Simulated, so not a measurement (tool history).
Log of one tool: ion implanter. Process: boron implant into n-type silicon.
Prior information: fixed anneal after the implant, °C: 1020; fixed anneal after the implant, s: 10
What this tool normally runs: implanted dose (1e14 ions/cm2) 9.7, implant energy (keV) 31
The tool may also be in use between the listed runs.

run	hour	implanted dose (1e14 ions/cm2)	implant energy (keV)	wafers since the last listed run	hours since the last dose calibration	hours since the extraction supply was calibrated	hours since the gauge calibration	read-back reference wafer on the same gauge, sheet resistance	sheet resistance of the implanted and annealed layer (ohm/square)
1	0	9.7	31	0	1209.1	3649.9	491.4	141.97	121.33
2	50.5	9.7	31	1744	1259.6	3700.4	541.9	142.02	121.18
3	108.8	9.7	31	2014	1317.9	3758.7	600.2	142.02	120.85
4	170.1	9.7	31	2117	1379.2	3820	661.5	141.99	121.55
5	206.2	9.7	31	1247	1415.3	3856.1	697.6	141.92	121.62
6	348.9	9.7	31	4929	1558	3998.8	840.3	141.96	121.78
7	398.3	9.7	31	1706	1607.4	4048.2	889.7	141.89	121.65
8	466.8	9.7	31	2366	1675.9	4116.7	958.2	141.99	121.83
9	529.5	9.7	31	2166	1738.6	4179.4	1020.9	142.06	121.94
10	593.5	12.31	31	2211	1802.6	4243.4	1084.9	141.9	100.77
# hour 605: gauge calibrated
11	657.3	9.7	41	2204	1866.4	4307.2	52.3	141.97	120.66
# hour 746.2: Faraday cup replaced and dose calibrated
# hour 768.3: extraction supply calibrated
12	780.7	9.7	31	3710	34.5	12.4	175.7	142.02	119.47
13	809.1	9.7	31	981	62.9	40.8	204.1	141.96	119.65
14	837.4	10.65	35	977	91.2	69.1	232.4	142.08	109.64
15	878	12.45	31	1402	131.8	109.7	273	142.01	97.29
16	942.9	10.77	21.5	2242	196.7	174.6	337.9	141.99	112.69
17	984.1	8.49	36.5	1423	237.9	215.8	379.1	142	131.98

What if the next run were any one of these 4? Each begins from the tool's condition after run 17:
A	984.5	12.13	31	13	238.3	216.2	379.5	?	?
B	984.5	11.21	26.5	13	238.3	216.2	379.5	?	?
C	984.5	7.37	35	13	238.3	216.2	379.5	?	?
D	984.5	7.16	24	13	238.3	216.2	379.5	?	?

run	read-back reference wafer on the same gauge, sheet resistance	sheet resistance of the implanted and annealed layer (ohm/square)
A	141.89	99.25
B	141.89	106.86
C	141.89	148.45
D	141.89	157.27
Without the tool's unlogged condition, the same runs would have read:
run	sheet resistance of the implanted and annealed layer (ohm/square)
A	99.45
B	107.07
C	148.75
D	157.61
